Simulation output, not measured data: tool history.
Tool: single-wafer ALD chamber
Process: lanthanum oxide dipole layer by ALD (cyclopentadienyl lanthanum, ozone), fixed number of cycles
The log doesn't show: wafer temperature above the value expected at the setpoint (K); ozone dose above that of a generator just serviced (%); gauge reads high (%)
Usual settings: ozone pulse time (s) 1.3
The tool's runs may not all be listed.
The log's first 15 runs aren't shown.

run	hour	ozone pulse time (s)	wafers since the last listed run	hours since the last thermocouple change	hours since the last ozone generator service	hours since the showerhead was replaced	hours since the gauge calibration	read-back reference wafer on the same gauge, thickness_nm	mean film thickness on the monitor wafer (angstrom)
16	164.4	1.3	180	1143.4	42.7	3650.8	195	0.604	5.48
17	172.3	1.17	165	1151.3	50.6	3658.7	202.9	0.605	5.26
18	213	1.3	853	1192	91.3	3699.4	243.6	0.603	5.47
# hour 229.5: thermocouple changed; heater temperature recalibrated
19	230	1.13	188	0.5	108.3	3716.4	260.6	0.604	5.08
20	233.1	1.3	64	3.6	111.4	3719.5	263.7	0.603	5.48
21	248.6	1.03	324	19.1	126.9	3735	279.2	0.604	4.72
22	262.7	1.43	295	33.2	141	3749.1	293.3	0.603	5.65
23	269.5	0.95	142	40	147.8	3755.9	300.1	0.604	4.4
24	281.5	1.3	251	52	159.8	3767.9	312.1	0.604	5.43
25	297.8	1.46	341	68.3	176.1	3784.2	328.4	0.604	5.6
# hour 313: gauge calibrated
# hour 313.8: showerhead replaced
26	348.8	1.3	901	119.3	227.1	35	35.8	0.606	5.36
27	356.7	1.07	165	127.2	235	42.9	43.7	0.605	4.82
28	367.6	1.47	228	138.1	245.9	53.8	54.6	0.604	5.65
29	382.5	1.53	312	153	260.8	68.7	69.5	0.604	5.61
30	388.7	1.3	129	159.2	267	74.9	75.7	0.604	5.4
31	426.6	1.6	794	197.1	304.9	112.8	113.6	0.605	5.71
32	433.4	1.7	142	203.9	311.7	119.6	120.4	0.605	5.74
33	445.9	1.3	262	216.4	324.2	132.1	132.9	0.603	5.28
34	458.4	0.89	262	228.9	336.7	144.6	145.4	0.604	3.96
35	467.7	1.12	194	238.2	346	153.9	154.7	0.604	4.92

Forecast each of these 3 alternatives for the next run:
A	468.1	1.52	8	238.6	346.4	154.3	155.1	?	?
B	468.1	1.65	8	238.6	346.4	154.3	155.1	?	?
C	468.1	1.48	8	238.6	346.4	154.3	155.1	?	?

run	read-back reference wafer on the same gauge, thickness_nm	mean film thickness on the monitor wafer (angstrom)
A	0.603	5.61
B	0.603	5.72
C	0.603	5.56
Without the tool's hidden state the same runs would have given:
run	mean film thickness on the monitor wafer (angstrom)
A	5.78
B	5.86
C	5.75
